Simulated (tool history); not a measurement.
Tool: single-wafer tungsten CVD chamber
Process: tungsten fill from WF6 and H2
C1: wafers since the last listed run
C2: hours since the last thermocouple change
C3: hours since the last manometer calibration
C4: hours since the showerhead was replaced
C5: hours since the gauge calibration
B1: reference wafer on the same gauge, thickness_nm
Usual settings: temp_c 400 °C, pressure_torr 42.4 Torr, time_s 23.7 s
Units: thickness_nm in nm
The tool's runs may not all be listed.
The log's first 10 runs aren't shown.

Run 11, hour 451.2: usual settings; C1 688; C2 1248.9; C3 1241.9; C4 3421.3; C5 1456.4; B1 74.508. Result: thickness_nm 77.059 nm.
Run 12, hour 478.4: usual settings; C1 350; C2 1276.1; C3 1269.1; C4 3448.5; C5 1483.6; B1 74.432. Result: thickness_nm 77.03 nm.
Run 13, hour 509.6: usual settings; C1 401; C2 1307.3; C3 1300.3; C4 3479.7; C5 1514.8; B1 74.616. Result: thickness_nm 77.005 nm.
At hour 562.7: capacitance manometer re-zeroed and calibrated.
Run 14, hour 571.3: usual settings; C1 691; C2 1369; C3 8.6; C4 3541.4; C5 1576.5; B1 74.48. Result: thickness_nm 76.936 nm.
Run 15, hour 636.9: usual settings; C1 845; C2 1434.6; C3 74.2; C4 3607; C5 1642.1; B1 74.578. Result: thickness_nm 76.395 nm.
Run 16, hour 667.5: usual settings; C1 394; C2 1465.2; C3 104.8; C4 3637.6; C5 1672.7; B1 74.434. Result: thickness_nm 76.869 nm.
At hour 679.5: gauge calibrated.
Run 17, hour 735.9: usual settings but pressure_torr 49.6 Torr; C1 881; C2 1533.6; C3 173.2; C4 3706; C5 56.4; B1 74.493. Result: thickness_nm 83.198 nm.
At hour 780.6: showerhead replaced.
Run 18, hour 835.8: usual settings; C1 1184; C2 1633.5; C3 273.1; C4 55.2; C5 156.3; B1 74.454. Result: thickness_nm 76.742 nm.
Run 19, hour 884.4: usual settings; C1 626; C2 1682.1; C3 321.7; C4 103.8; C5 204.9; B1 74.547. Result: thickness_nm 76.399 nm.
Run 20, hour 921.5: usual settings but temp_c 389 °C, pressure_torr 34.9 Torr, time_s 26 s; C1 478; C2 1719.2; C3 358.8; C4 140.9; C5 242; B1 74.524. Result: thickness_nm 59.129 nm.
Run 21, hour 952.2: usual settings but pressure_torr 33.4 Torr, time_s 19.2 s; C1 395; C2 1749.9; C3 389.5; C4 171.6; C5 272.7; B1 74.45. Result: thickness_nm 54.777 nm.
At hour 971.7: thermocouple changed; heater temperature recalibrated.
Run 22, hour 984.7: usual settings; C1 315; C2 13; C3 422; C4 204.1; C5 305.2; B1 74.533. Result: thickness_nm 79.209 nm.
Run 23, hour 1011.3: usual settings but temp_c 412 °C, pressure_torr 52.6 Torr; C1 342; C2 39.6; C3 448.6; C4 230.7; C5 331.8; B1 74.519. Result: thickness_nm 110.672 nm.
Run 24, hour 1100.5: usual settings but pressure_torr 46.4 Torr, time_s 22.2 s; C1 1149; C2 128.8; C3 537.8; C4 319.9; C5 421; B1 74.42. Result: thickness_nm 77.343 nm.
Run 25, hour 1173.9: usual settings but temp_c 395 °C, pressure_torr 35.5 Torr; C1 945; C2 202.2; C3 611.2; C4 393.3; C5 494.4; B1 74.508. Result: thickness_nm 64.66 nm.
Run 26, hour 1223.8: usual settings but temp_c 410 °C, pressure_torr 48.2 Torr, time_s 21.2 s; C1 642; C2 252.1; C3 661.1; C4 443.2; C5 544.3; B1 74.544. Result: thickness_nm 91.925 nm.
Run 27, hour 1285.9: usual settings but temp_c 413 °C, pressure_torr 46.9 Torr, time_s 26.8 s; C1 800; C2 314.2; C3 723.2; C4 505.3; C5 606.4; B1 74.38. Result: thickness_nm 121.034 nm.
Run 28, hour 1346.6: usual settings but temp_c 413 °C, time_s 20.3 s; C1 782; C2 374.9; C3 783.9; C4 566; C5 667.1; B1 74.46. Result: thickness_nm 86.92 nm.
Run 29, hour 1428.8: usual settings; C1 1059; C2 457.1; C3 866.1; C4 648.2; C5 749.3; B1 74.626. Result: thickness_nm 78.172 nm.
Run 30, hour 1542.8: usual settings but time_s 20.9 s; C1 1468; C2 571.1; C3 980.1; C4 762.2; C5 863.3; B1 74.564. Result: thickness_nm 68.942 nm.
Run 31, hour 1604.5: usual settings but temp_c 386 °C, pressure_torr 48.3 Torr, time_s 26.4 s; C1 794; C2 632.8; C3 1041.8; C4 823.9; C5 925; B1 74.632. Result: thickness_nm 68.459 nm.
Run 32, hour 1645.7: usual settings but temp_c 393 °C, pressure_torr 38.4 Torr, time_s 19 s; C1 530; C2 674; C3 1083; C4 865.1; C5 966.2; B1 74.401. Result: thickness_nm 51.128 nm.
Run 33, hour 1673.8: usual settings but temp_c 413 °C, time_s 20.3 s; C1 362; C2 702.1; C3 1111.1; C4 893.2; C5 994.3; B1 74.488. Result: thickness_nm 85.95 nm.

Forecast each of these 5 alternatives for the next run:
Run A, hour 1674.2: usual settings but temp_c 408 °C; C1 5; C2 702.5; C3 1111.5; C4 893.6; C5 994.7; B1 ?. Result: thickness_nm ?.
Run B, hour 1674.2: usual settings but pressure_torr 32.3 Torr; C1 5; C2 702.5; C3 1111.5; C4 893.6; C5 994.7; B1 ?. Result: thickness_nm ?.
Run C, hour 1674.2: usual settings but temp_c 410 °C, pressure_torr 47.4 Torr, time_s 25.7 s; C1 5; C2 702.5; C3 1111.5; C4 893.6; C5 994.7; B1 ?. Result: thickness_nm ?.
Run D, hour 1674.2: usual settings but temp_c 409 °C, pressure_torr 35.5 Torr; C1 5; C2 702.5; C3 1111.5; C4 893.6; C5 994.7; B1 ?. Result: thickness_nm ?.
Run E, hour 1674.2: usual settings but time_s 25.9 s; C1 5; C2 702.5; C3 1111.5; C4 893.6; C5 994.7; B1 ?. Result: thickness_nm ?.

run      B1  thickness_nm
  A  74.586        91.382
  B  74.586         67.21
  C  74.586       109.109
  D  74.586        84.857
  E  74.586        84.977
Without the tool's hidden state the same runs would have given:
run  thickness_nm
  A         92.88
  B        68.384
  C       110.783
  D        86.221
  E        86.463

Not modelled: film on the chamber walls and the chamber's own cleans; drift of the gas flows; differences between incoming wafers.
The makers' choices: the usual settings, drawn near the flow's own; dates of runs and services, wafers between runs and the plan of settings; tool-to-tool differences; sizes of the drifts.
